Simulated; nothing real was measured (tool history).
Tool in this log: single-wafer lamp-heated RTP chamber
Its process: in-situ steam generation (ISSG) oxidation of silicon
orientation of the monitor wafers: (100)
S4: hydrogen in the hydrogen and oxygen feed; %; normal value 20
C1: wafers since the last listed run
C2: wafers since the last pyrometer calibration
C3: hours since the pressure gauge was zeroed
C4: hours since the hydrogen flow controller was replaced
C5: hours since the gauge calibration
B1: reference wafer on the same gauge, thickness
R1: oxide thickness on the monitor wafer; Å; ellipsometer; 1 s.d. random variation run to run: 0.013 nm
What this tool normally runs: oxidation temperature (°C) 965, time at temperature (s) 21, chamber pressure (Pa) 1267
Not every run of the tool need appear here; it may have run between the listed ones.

{"run": 1, "hour": 0.0, "oxidation temperature (°C)": 953, "time at temperature (s)": 21, "chamber pressure (Pa)": 1267, "S4": 20, "C1": 0, "C2": 1767, "C3": 3533.2, "C4": 4977.4, "C5": 1107.5, "B1": 5.19, "R1": 47.02}
{"hour": 20.9, "done": "pyrometer window cleaned and pyrometer calibrated"}
{"run": 2, "hour": 31.7, "oxidation temperature (°C)": 953, "time at temperature (s)": 21, "chamber pressure (Pa)": 1267, "S4": 20, "C1": 135, "C2": 61, "C3": 3564.9, "C4": 5009.1, "C5": 1139.2, "B1": 5.19, "R1": 47.54}
{"run": 3, "hour": 50.7, "oxidation temperature (°C)": 965, "time at temperature (s)": 21, "chamber pressure (Pa)": 1267, "S4": 20, "C1": 108, "C2": 170, "C3": 3583.9, "C4": 5028.1, "C5": 1158.2, "B1": 5.188, "R1": 49.38}
{"hour": 67.2, "done": "pressure gauge zeroed"}
{"run": 4, "hour": 85.7, "oxidation temperature (°C)": 965, "time at temperature (s)": 21, "chamber pressure (Pa)": 1267, "S4": 20, "C1": 154, "C2": 325, "C3": 18.5, "C4": 5063.1, "C5": 1193.2, "B1": 5.192, "R1": 49.75}
{"run": 5, "hour": 114.0, "oxidation temperature (°C)": 965, "time at temperature (s)": 21, "chamber pressure (Pa)": 1267, "S4": 20, "C1": 162, "C2": 487, "C3": 46.8, "C4": 5091.4, "C5": 1221.5, "B1": 5.192, "R1": 49.47}
{"run": 6, "hour": 144.7, "oxidation temperature (°C)": 965, "time at temperature (s)": 21, "chamber pressure (Pa)": 1120, "S4": 20, "C1": 176, "C2": 663, "C3": 77.5, "C4": 5122.1, "C5": 1252.2, "B1": 5.192, "R1": 50.37}
{"hour": 164.2, "done": "hydrogen flow controller replaced"}
{"run": 7, "hour": 164.7, "oxidation temperature (°C)": 965, "time at temperature (s)": 21, "chamber pressure (Pa)": 1120, "S4": 20, "C1": 68, "C2": 732, "C3": 97.5, "C4": 0.5, "C5": 1272.2, "B1": 5.189, "R1": 50.36}
{"run": 8, "hour": 189.8, "oxidation temperature (°C)": 965, "time at temperature (s)": 21, "chamber pressure (Pa)": 1120, "S4": 20, "C1": 143, "C2": 876, "C3": 122.6, "C4": 25.6, "C5": 1297.3, "B1": 5.192, "R1": 50.4}
{"run": 9, "hour": 225.0, "oxidation temperature (°C)": 965, "time at temperature (s)": 21, "chamber pressure (Pa)": 1173, "S4": 20, "C1": 201, "C2": 1078, "C3": 157.8, "C4": 60.8, "C5": 1332.5, "B1": 5.192, "R1": 50.27}
{"run": 10, "hour": 256.2, "oxidation temperature (°C)": 956, "time at temperature (s)": 13, "chamber pressure (Pa)": 1147, "S4": 13, "C1": 178, "C2": 1257, "C3": 189.0, "C4": 92.0, "C5": 1363.7, "B1": 5.191, "R1": 36.34}
{"hour": 273.9, "done": "pyrometer window cleaned and pyrometer calibrated, repeated, since the last time left the tool worse"}
{"run": 11, "hour": 279.6, "oxidation temperature (°C)": 965, "time at temperature (s)": 21, "chamber pressure (Pa)": 1267, "S4": 20, "C1": 88, "C2": 32, "C3": 212.4, "C4": 115.4, "C5": 1387.1, "B1": 5.187, "R1": 48.11}
{"run": 12, "hour": 303.3, "oxidation temperature (°C)": 945, "time at temperature (s)": 27, "chamber pressure (Pa)": 1267, "S4": 20, "C1": 135, "C2": 168, "C3": 236.1, "C4": 139.1, "C5": 1410.8, "B1": 5.188, "R1": 50.12}
{"run": 13, "hour": 325.2, "oxidation temperature (°C)": 949, "time at temperature (s)": 16, "chamber pressure (Pa)": 1360, "S4": 20, "C1": 125, "C2": 293, "C3": 258.0, "C4": 161.0, "C5": 1432.7, "B1": 5.192, "R1": 40.52}
{"run": 14, "hour": 338.4, "oxidation temperature (°C)": 971, "time at temperature (s)": 21, "chamber pressure (Pa)": 1267, "S4": 14, "C1": 75, "C2": 369, "C3": 271.2, "C4": 174.2, "C5": 1445.9, "B1": 5.191, "R1": 45.86}
{"run": 15, "hour": 373.0, "oxidation temperature (°C)": 965, "time at temperature (s)": 21, "chamber pressure (Pa)": 1360, "S4": 20, "C1": 198, "C2": 568, "C3": 305.8, "C4": 208.8, "C5": 1480.5, "B1": 5.189, "R1": 47.61}
{"run": 16, "hour": 396.9, "oxidation temperature (°C)": 954, "time at temperature (s)": 13, "chamber pressure (Pa)": 1360, "S4": 12, "C1": 137, "C2": 705, "C3": 329.7, "C4": 232.7, "C5": 1504.4, "B1": 5.188, "R1": 33.89}
{"run": 17, "hour": 412.3, "oxidation temperature (°C)": 965, "time at temperature (s)": 18, "chamber pressure (Pa)": 1200, "S4": 20, "C1": 88, "C2": 793, "C3": 345.1, "C4": 248.1, "C5": 1519.8, "B1": 5.193, "R1": 45.43}
{"run": 18, "hour": 439.6, "oxidation temperature (°C)": 975, "time at temperature (s)": 21, "chamber pressure (Pa)": 1360, "S4": 15, "C1": 156, "C2": 949, "C3": 372.4, "C4": 275.4, "C5": 1547.1, "B1": 5.194, "R1": 46.62}
{"run": 19, "hour": 475.1, "oxidation temperature (°C)": 951, "time at temperature (s)": 21, "chamber pressure (Pa)": 1333, "S4": 20, "C1": 203, "C2": 1153, "C3": 407.9, "C4": 310.9, "C5": 1582.6, "B1": 5.191, "R1": 45.98}
{"hour": 486.9, "done": "gauge calibrated"}
{"run": 20, "hour": 503.5, "oxidation temperature (°C)": 965, "time at temperature (s)": 21, "chamber pressure (Pa)": 1267, "S4": 20, "C1": 162, "C2": 1316, "C3": 436.3, "C4": 339.3, "C5": 16.6, "B1": 5.191, "R1": 48.58}
{"run": 21, "hour": 539.2, "oxidation temperature (°C)": 981, "time at temperature (s)": 29, "chamber pressure (Pa)": 1360, "S4": 11, "C1": 204, "C2": 1521, "C3": 472.0, "C4": 375.0, "C5": 52.3, "B1": 5.192, "R1": 52.62}
{"hour": 564.8, "done": "pyrometer window cleaned and pyrometer calibrated"}
{"run": 22, "hour": 565.3, "oxidation temperature (°C)": 973, "time at temperature (s)": 21, "chamber pressure (Pa)": 1320, "S4": 20, "C1": 103, "C2": 3, "C3": 498.1, "C4": 401.1, "C5": 78.4, "B1": 5.19, "R1": 49.16}
{"run": 23, "hour": 583.0, "oxidation temperature (°C)": 959, "time at temperature (s)": 21, "chamber pressure (Pa)": 1360, "S4": 20, "C1": 101, "C2": 104, "C3": 515.8, "C4": 418.8, "C5": 96.1, "B1": 5.19, "R1": 46.73}
{"run": 24, "hour": 607.3, "oxidation temperature (°C)": 965, "time at temperature (s)": 21, "chamber pressure (Pa)": 1133, "S4": 25, "C1": 139, "C2": 243, "C3": 540.1, "C4": 443.1, "C5": 120.4, "B1": 5.189, "R1": 51.2}
{"run": 25, "hour": 625.3, "oxidation temperature (°C)": 965, "time at temperature (s)": 21, "chamber pressure (Pa)": 1267, "S4": 11, "C1": 103, "C2": 347, "C3": 558.1, "C4": 461.1, "C5": 138.4, "B1": 5.189, "R1": 42.5}
{"run": 26, "hour": 645.4, "oxidation temperature (°C)": 981, "time at temperature (s)": 29, "chamber pressure (Pa)": 1360, "S4": 11, "C1": 115, "C2": 462, "C3": 578.2, "C4": 481.2, "C5": 158.5, "B1": 5.19, "R1": 52.05}
{"run": 27, "hour": 676.8, "oxidation temperature (°C)": 965, "time at temperature (s)": 26, "chamber pressure (Pa)": 1120, "S4": 20, "C1": 180, "C2": 642, "C3": 609.6, "C4": 512.6, "C5": 189.9, "B1": 5.188, "R1": 53.67}
{"run": 28, "hour": 696.8, "oxidation temperature (°C)": 965, "time at temperature (s)": 21, "chamber pressure (Pa)": 1360, "S4": 14, "C1": 114, "C2": 757, "C3": 629.6, "C4": 532.6, "C5": 209.9, "B1": 5.189, "R1": 44.38}
{"run": 29, "hour": 712.9, "oxidation temperature (°C)": 951, "time at temperature (s)": 27, "chamber pressure (Pa)": 1360, "S4": 20, "C1": 92, "C2": 849, "C3": 645.7, "C4": 548.7, "C5": 226.0, "B1": 5.185, "R1": 50.67}
{"run": 30, "hour": 744.5, "oxidation temperature (°C)": 977, "time at temperature (s)": 27, "chamber pressure (Pa)": 1333, "S4": 20, "C1": 181, "C2": 1030, "C3": 677.3, "C4": 580.3, "C5": 257.6, "B1": 5.188, "R1": 56.25}
{"hour": 840.3, "done": "pyrometer window cleaned and pyrometer calibrated"}
{"run": 31, "hour": 840.8, "oxidation temperature (°C)": 953, "time at temperature (s)": 21, "chamber pressure (Pa)": 1267, "S4": 20, "C1": 506, "C2": 3, "C3": 773.6, "C4": 676.6, "C5": 353.9, "B1": 5.192, "R1": 46.33}
{"run": 32, "hour": 859.6, "oxidation temperature (°C)": 965, "time at temperature (s)": 21, "chamber pressure (Pa)": 1267, "S4": 20, "C1": 107, "C2": 110, "C3": 792.4, "C4": 695.4, "C5": 372.7, "B1": 5.187, "R1": 48.08}

How the hidden state differs across the entries between the runs, from the last listed run before each to the first after it:
Between runs 1 and 2: pyrometer window cleaned and pyrometer calibrated (hour 20.9)
  true wafer temperature minus pyrometer reading, K: 5.32 -> 8.54
  measured minus no-state result, R1: +0.78 -> +1.27 Å
Between runs 3 and 4: pressure gauge zeroed (hour 67.2)
  true wafer temperature minus pyrometer reading, K: 8.58 -> 8.74
  measured minus no-state result, R1: +1.42 -> +1.46 Å
Between runs 6 and 7: hydrogen flow controller replaced (hour 164.2)
  true wafer temperature minus pyrometer reading, K: 9.29 -> 9.55
  measured minus no-state result, R1: +1.58 -> +1.62 Å
Between runs 10 and 11: pyrometer window cleaned and pyrometer calibrated, repeated, since the last time left the tool worse (hour 273.9)
  true wafer temperature minus pyrometer reading, K: 11.2 -> 0.403
  measured minus no-state result, R1: +1.08 -> +0.06 Å
Between runs 19 and 20: gauge calibrated (hour 486.9)
  true wafer temperature minus pyrometer reading, K: 2.38 -> 2.98
  measured minus no-state result, R1: +0.33 -> +0.48 Å
Between runs 21 and 22: pyrometer window cleaned and pyrometer calibrated (hour 564.8)
  true wafer temperature minus pyrometer reading, K: 3.85 -> 0.00353
  measured minus no-state result, R1: +0.80 -> +0.00 Å
Between runs 30 and 31: pyrometer window cleaned and pyrometer calibrated (hour 840.3)
  true wafer temperature minus pyrometer reading, K: 1.59 -> 0.0379
  measured minus no-state result, R1: +0.34 -> +0.01 Å
